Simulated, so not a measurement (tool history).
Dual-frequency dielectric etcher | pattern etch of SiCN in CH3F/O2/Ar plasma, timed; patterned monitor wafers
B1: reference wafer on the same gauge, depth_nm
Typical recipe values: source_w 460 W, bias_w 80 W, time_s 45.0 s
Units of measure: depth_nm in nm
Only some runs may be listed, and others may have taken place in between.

run 1 day=0.000 | source_w=460 bias_w=69 time_s=55.5 | B1=16.41 | depth_nm=24.22
run 2 day=0.533 | source_w=460 bias_w=69 time_s=55.5 | B1=16.40 | depth_nm=24.26
run 3 day=2.462 | source_w=460 bias_w=69 time_s=55.5 | B1=16.40 | depth_nm=24.18
run 4 day=3.092 | source_w=460 bias_w=93 time_s=45.0 | B1=16.39 | depth_nm=20.72
run 5 day=3.512 | source_w=460 bias_w=93 time_s=45.0 | B1=16.40 | depth_nm=20.72
run 6 day=3.817 | source_w=460 bias_w=93 time_s=45.0 | B1=16.39 | depth_nm=20.71
run 7 day=4.225 | source_w=460 bias_w=80 time_s=45.0 | B1=16.40 | depth_nm=20.09
run 8 day=4.704 | source_w=460 bias_w=80 time_s=45.0 | B1=16.41 | depth_nm=20.17
-- day=6.929 upper electrode replaced
-- day=7.217 source power generator calibrated
-- day=7.225 wet clean of the chamber
run 9 day=7.246 | source_w=460 bias_w=80 time_s=45.0 | B1=16.40 | depth_nm=20.30
run 10 day=7.258 | source_w=370 bias_w=80 time_s=45.0 | B1=16.40 | depth_nm=19.04
-- day=7.438 gauge calibrated
run 11 day=7.521 | source_w=370 bias_w=80 time_s=45.0 | B1=16.40 | depth_nm=19.13
run 12 day=7.871 | source_w=370 bias_w=80 time_s=45.0 | B1=16.39 | depth_nm=19.12
run 13 day=8.167 | source_w=420 bias_w=80 time_s=45.0 | B1=16.41 | depth_nm=19.72
-- day=9.712 bias power generator calibrated
run 14 day=10.262 | source_w=460 bias_w=80 time_s=45.0 | B1=16.39 | depth_nm=20.27
run 15 day=10.796 | source_w=460 bias_w=80 time_s=45.0 | B1=16.40 | depth_nm=20.29

The next listed run, before its measurement:
run 16 day=11.050 | source_w=460 bias_w=97 time_s=49.5 | B1=? | depth_nm=?

B1: 16.40
depth_nm: 23.16 nm
The same run, on a tool lacking any hidden state, would have yielded depth_nm 23.22 nm.
